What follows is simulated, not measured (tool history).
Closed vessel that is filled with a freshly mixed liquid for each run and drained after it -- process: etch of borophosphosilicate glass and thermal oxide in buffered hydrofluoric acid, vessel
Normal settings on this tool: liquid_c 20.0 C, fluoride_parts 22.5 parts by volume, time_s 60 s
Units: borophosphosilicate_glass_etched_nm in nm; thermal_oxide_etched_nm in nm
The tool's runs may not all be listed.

| run | hour | liquid_c | fluoride_parts | time_s | wafers since the last listed run | hours since the thermometer was replaced | hours since the hydrofluoric acid flow meter was replaced | hours since the gauge calibration | read-back film thickness of the borophosphosilicate glass reference wafer, read on the same gauge (nm) | read-back film thickness of the thermal oxide reference wafer, read on the same gauge (nm) | borophosphosilicate_glass_etched_nm | thermal_oxide_etched_nm |
|---|---|---|---|---|---|---|---|---|---|---|---|---|
| 1 | 0.0 | 20.0 | 22.5 | 60 | 0 | 2102.6 | 2335.1 | 70.5 | 90.00 | 130.03 | 51.66 | 22.14 |
| 2 | 12.8 | 20.0 | 22.5 | 60 | 1693 | 2115.4 | 2347.9 | 83.3 | 89.98 | 129.96 | 50.52 | 22.24 |
| 3 | 25.6 | 20.0 | 22.5 | 60 | 1693 | 2128.2 | 2360.7 | 96.1 | 90.01 | 129.99 | 50.69 | 22.09 |
| 4 | 35.2 | 20.0 | 22.5 | 60 | 1270 | 2137.8 | 2370.3 | 105.7 | 90.03 | 130.02 | 50.78 | 22.17 |
| 5 | 42.4 | 20.0 | 22.5 | 60 | 952 | 2145.0 | 2377.5 | 112.9 | 89.99 | 129.96 | 51.14 | 22.18 |
| 6 | 56.8 | 20.0 | 22.5 | 60 | 1905 | 2159.4 | 2391.9 | 127.3 | 89.97 | 130.00 | 51.33 | 22.25 |
| 7 | 68.2 | 20.0 | 22.5 | 60 | 1508 | 2170.8 | 2403.3 | 138.7 | 89.98 | 130.01 | 50.80 | 22.21 |
| 8 | 78.6 | 20.0 | 22.5 | 60 | 1375 | 2181.2 | 2413.7 | 149.1 | 90.03 | 130.06 | 50.92 | 22.03 |
| 9 | 85.6 | 20.0 | 22.5 | 60 | 926 | 2188.2 | 2420.7 | 156.1 | 89.98 | 130.02 | 50.88 | 22.13 |
| 10 | 97.3 | 17.0 | 22.5 | 60 | 1547 | 2199.9 | 2432.4 | 167.8 | 90.00 | 129.97 | 42.73 | 18.61 |
| 11 | 104.2 | 21.5 | 19.0 | 75 | 912 | 2206.8 | 2439.3 | 174.7 | 89.99 | 130.00 | 78.87 | 34.37 |
| 12 | 120.4 | 21.5 | 29.0 | 70 | 2143 | 2223.0 | 2455.5 | 190.9 | 89.98 | 129.96 | 54.01 | 23.62 |
| 13 | 129.1 | 20.0 | 22.5 | 60 | 1150 | 2231.7 | 2464.2 | 199.6 | 90.00 | 130.02 | 50.77 | 22.17 |
| 14 | 146.9 | 20.0 | 22.5 | 60 | 2354 | 2249.5 | 2482.0 | 217.4 | 89.97 | 130.05 | 50.93 | 22.01 |
|  | 160.4 | gauge calibrated |
| 15 | 162.4 | 20.0 | 22.5 | 60 | 2050 | 2265.0 | 2497.5 | 2.0 | 90.03 | 130.02 | 50.39 | 22.13 |
|  | 168.8 | thermometer replaced |
| 16 | 190.0 | 23.5 | 14.5 | 90 | 3518 | 21.2 | 2525.1 | 29.6 | 89.99 | 129.98 | 129.57 | 56.49 |
|  | 193.6 | hydrofluoric acid flow meter replaced |
| 17 | 204.8 | 20.0 | 22.5 | 60 | 1825 | 36.0 | 11.2 | 44.4 | 90.00 | 130.02 | 47.25 | 20.64 |
| 18 | 213.1 | 17.0 | 30.0 | 60 | 1098 | 44.3 | 19.5 | 52.7 | 89.99 | 130.01 | 32.41 | 14.21 |
| 19 | 228.3 | 20.0 | 22.5 | 35 | 2010 | 59.5 | 34.7 | 67.9 | 90.03 | 130.00 | 27.59 | 12.11 |
| 20 | 240.5 | 24.0 | 22.5 | 60 | 1613 | 71.7 | 46.9 | 80.1 | 89.98 | 129.94 | 59.76 | 26.05 |
|  | 245.5 | thermometer replaced, repeated, since the last time left the tool worse |
| 21 | 254.6 | 21.5 | 22.5 | 45 | 1733 | 9.1 | 61.0 | 94.2 | 90.00 | 129.99 | 46.17 | 20.21 |
| 22 | 269.9 | 17.5 | 22.5 | 35 | 2024 | 24.4 | 76.3 | 109.5 | 90.03 | 129.98 | 28.56 | 12.50 |
| 23 | 284.7 | 20.0 | 16.5 | 30 | 1957 | 39.2 | 91.1 | 124.3 | 90.02 | 129.98 | 36.90 | 16.18 |
| 24 | 295.5 | 24.5 | 25.5 | 85 | 1428 | 50.0 | 101.9 | 135.1 | 90.03 | 129.93 | 94.18 | 40.97 |

Forecast each of these 5 alternatives for the next run:
| A | 296.2 | 20.0 | 22.5 | 60 | 92 | 50.7 | 102.6 | 135.8 | ? | ? | ? | ? |
| B | 296.2 | 23.0 | 17.5 | 60 | 92 | 50.7 | 102.6 | 135.8 | ? | ? | ? | ? |
| C | 296.2 | 21.5 | 18.0 | 90 | 92 | 50.7 | 102.6 | 135.8 | ? | ? | ? | ? |
| D | 296.2 | 17.0 | 15.5 | 60 | 92 | 50.7 | 102.6 | 135.8 | ? | ? | ? | ? |
| E | 296.2 | 17.0 | 22.5 | 90 | 92 | 50.7 | 102.6 | 135.8 | ? | ? | ? | ? |

| run | read-back film thickness of the borophosphosilicate glass reference wafer, read on the same gauge (nm) | read-back film thickness of the thermal oxide reference wafer, read on the same gauge (nm) | borophosphosilicate_glass_etched_nm | thermal_oxide_etched_nm |
|---|---|---|---|---|
| A | 89.98 | 129.95 | 56.41 | 24.76 |
| B | 89.98 | 129.95 | 82.42 | 36.21 |
| C | 89.98 | 129.95 | 110.74 | 48.61 |
| D | 89.98 | 129.95 | 66.61 | 29.14 |
| E | 89.98 | 129.95 | 71.50 | 31.32 |
Without the tool's hidden state the same runs would have given:
| run | borophosphosilicate_glass_etched_nm | thermal_oxide_etched_nm |
|---|---|---|
| A | 56.85 | 24.96 |
| B | 83.05 | 36.49 |
| C | 111.60 | 48.99 |
| D | 67.14 | 29.37 |
| E | 72.07 | 31.57 |
